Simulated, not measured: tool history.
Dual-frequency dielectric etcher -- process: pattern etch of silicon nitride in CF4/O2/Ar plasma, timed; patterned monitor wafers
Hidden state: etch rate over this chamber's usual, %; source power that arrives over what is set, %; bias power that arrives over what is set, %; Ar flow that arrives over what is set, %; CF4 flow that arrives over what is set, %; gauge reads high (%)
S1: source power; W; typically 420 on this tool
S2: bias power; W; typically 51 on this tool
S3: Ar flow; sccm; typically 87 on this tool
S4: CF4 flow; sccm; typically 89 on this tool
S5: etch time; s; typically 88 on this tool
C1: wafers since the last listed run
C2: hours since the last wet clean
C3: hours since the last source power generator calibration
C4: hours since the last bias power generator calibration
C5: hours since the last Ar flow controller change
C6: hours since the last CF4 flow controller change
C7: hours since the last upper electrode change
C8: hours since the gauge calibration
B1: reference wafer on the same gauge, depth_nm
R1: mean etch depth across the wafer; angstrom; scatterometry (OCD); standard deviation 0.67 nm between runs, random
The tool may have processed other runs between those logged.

Run 1, hour 0: usual settings; C1 0; C2 377.5; C3 3460.1; C4 3941.4; C5 3001.7; C6 3396.5; C7 1949.7; C8 1217; B1 142. Result: R1 1255 angstrom.
Run 2, hour 28.1: usual settings; C1 352; C2 405.6; C3 3488.2; C4 3969.5; C5 3029.8; C6 3424.6; C7 1977.8; C8 1245.1; B1 142.1. Result: R1 1260 angstrom.
At hour 111.4: wet clean of the chamber.
Run 3, hour 158.3: usual settings; C1 1333; C2 46.9; C3 3618.4; C4 4099.7; C5 3160; C6 3554.8; C7 2108; C8 1375.3; B1 141.9. Result: R1 1243 angstrom.
Run 4, hour 192.8: usual settings but S1 360 W; C1 433; C2 81.4; C3 3652.9; C4 4134.2; C5 3194.5; C6 3589.3; C7 2142.5; C8 1409.8; B1 141.9. Result: R1 1121 angstrom.
Run 5, hour 260: usual settings but S1 360 W; C1 843; C2 148.6; C3 3720.1; C4 4201.4; C5 3261.7; C6 3656.5; C7 2209.7; C8 1477; B1 141.9. Result: R1 1109 angstrom.
At hour 267.1: Ar flow controller replaced.
Run 6, hour 294.3: usual settings but S1 360 W; C1 355; C2 182.9; C3 3754.4; C4 4235.7; C5 27.2; C6 3690.8; C7 2244; C8 1511.3; B1 142.4. Result: R1 1110 angstrom.
Run 7, hour 322.1: usual settings; C1 349; C2 210.7; C3 3782.2; C4 4263.5; C5 55; C6 3718.6; C7 2271.8; C8 1539.1; B1 141.8. Result: R1 1249 angstrom.
At hour 322.5: gauge calibrated.
Run 8, hour 347.1: usual settings; C1 313; C2 235.7; C3 3807.2; C4 4288.5; C5 80; C6 3743.6; C7 2296.8; C8 24.6; B1 141.9. Result: R1 1254 angstrom.
Run 9, hour 408.6: usual settings but S1 330 W, S2 45 W; C1 772; C2 297.2; C3 3868.7; C4 4350; C5 141.5; C6 3805.1; C7 2358.3; C8 86.1; B1 141.6. Result: R1 1013 angstrom.
Run 10, hour 461.6: usual settings but S1 330 W; C1 665; C2 350.2; C3 3921.7; C4 4403; C5 194.5; C6 3858.1; C7 2411.3; C8 139.1; B1 141.9. Result: R1 1062 angstrom.
Run 11, hour 515.7: usual settings but S1 450 W, S3 108 sccm, S4 105 sccm; C1 679; C2 404.3; C3 3975.8; C4 4457.1; C5 248.6; C6 3912.2; C7 2465.4; C8 193.2; B1 141.8. Result: R1 1326 angstrom.
At hour 527.9: CF4 flow controller replaced.
At hour 556.4: wet clean of the chamber.
Run 12, hour 568.3: usual settings; C1 283; C2 11.9; C3 4028.4; C4 4509.7; C5 301.2; C6 40.4; C7 2518; C8 245.8; B1 141.9. Result: R1 1261 angstrom.
At hour 582.5: bias power generator calibrated.
Run 13, hour 638.1: usual settings; C1 826; C2 81.7; C3 4098.2; C4 55.6; C5 371; C6 110.2; C7 2587.8; C8 315.6; B1 141.9. Result: R1 1255 angstrom.
Run 14, hour 777.7: usual settings but S2 57 W, S3 96 sccm; C1 1752; C2 221.3; C3 4237.8; C4 195.2; C5 510.6; C6 249.8; C7 2727.4; C8 455.2; B1 142.1. Result: R1 1295 angstrom.

Estimate the outcome of run 15 from the log above:
At hour 824.8: upper electrode replaced.
Run 15, hour 839.7: usual settings but S1 470 W, S2 43 W, S3 68 sccm, S5 78.5 s; C1 477; C2 283.3; C3 4299.8; C4 257.2; C5 572.6; C6 311.8; C7 14.9; C8 517.2; B1 ?. Result: R1 ?.

Run 15 measured B1 142, R1 1206 angstrom.
Were there no unlogged condition in the tool, this run, its random variation unchanged, would have produced R1 1179 angstrom.

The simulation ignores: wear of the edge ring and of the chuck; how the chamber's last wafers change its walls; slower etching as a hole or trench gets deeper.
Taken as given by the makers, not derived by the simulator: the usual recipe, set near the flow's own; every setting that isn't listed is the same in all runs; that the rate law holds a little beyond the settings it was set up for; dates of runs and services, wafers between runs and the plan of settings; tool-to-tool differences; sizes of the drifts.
